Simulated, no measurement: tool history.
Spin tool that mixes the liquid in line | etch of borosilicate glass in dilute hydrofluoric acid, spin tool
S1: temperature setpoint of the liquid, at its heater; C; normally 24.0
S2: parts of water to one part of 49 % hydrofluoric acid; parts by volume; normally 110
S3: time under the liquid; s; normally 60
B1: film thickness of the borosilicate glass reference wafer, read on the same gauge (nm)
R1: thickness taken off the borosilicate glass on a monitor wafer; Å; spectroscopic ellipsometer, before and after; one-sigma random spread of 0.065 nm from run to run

run 1 hour=0.0 | S1=27.5 S2=110 S3=60 | B1=129.99 | R1=200.4
run 2 hour=14.7 | S1=24.0 S2=110 S3=60 | B1=130.00 | R1=174.6
run 3 hour=24.4 | S1=24.0 S2=110 S3=60 | B1=129.97 | R1=174.2
run 4 hour=38.4 | S1=24.0 S2=110 S3=60 | B1=130.04 | R1=173.6
run 5 hour=47.4 | S1=24.0 S2=110 S3=60 | B1=129.99 | R1=175.1
run 6 hour=56.2 | S1=24.0 S2=110 S3=60 | B1=129.96 | R1=174.1
run 7 hour=68.2 | S1=24.0 S2=135 S3=45 | B1=130.02 | R1=103.3
run 8 hour=75.5 | S1=20.5 S2=110 S3=60 | B1=129.99 | R1=150.9
run 9 hour=82.9 | S1=24.0 S2=110 S3=60 | B1=130.05 | R1=173.0
-- hour=84.2 gauge calibrated
run 10 hour=96.3 | S1=24.0 S2=110 S3=60 | B1=130.01 | R1=174.7
run 11 hour=108.9 | S1=24.0 S2=110 S3=60 | B1=129.97 | R1=172.7
run 12 hour=115.3 | S1=24.0 S2=110 S3=60 | B1=129.98 | R1=173.6
run 13 hour=147.3 | S1=24.0 S2=110 S3=60 | B1=130.00 | R1=172.6
-- hour=157.8 hydrofluoric acid flow meter replaced
run 14 hour=158.3 | S1=24.0 S2=155 S3=60 | B1=130.01 | R1=121.6
run 15 hour=174.1 | S1=24.0 S2=65 S3=30 | B1=130.05 | R1=160.7
run 16 hour=188.1 | S1=24.0 S2=110 S3=60 | B1=129.99 | R1=179.8

Run 17, settings as shown, results not yet in. Your forecast:
run 17 hour=196.5 | S1=28.0 S2=110 S3=60 | B1=? | R1=?

B1: 129.98
R1: 211.2 Å
With the hidden condition absent and the run-to-run variation left alone, this run would have shown R1 235.6 Å.
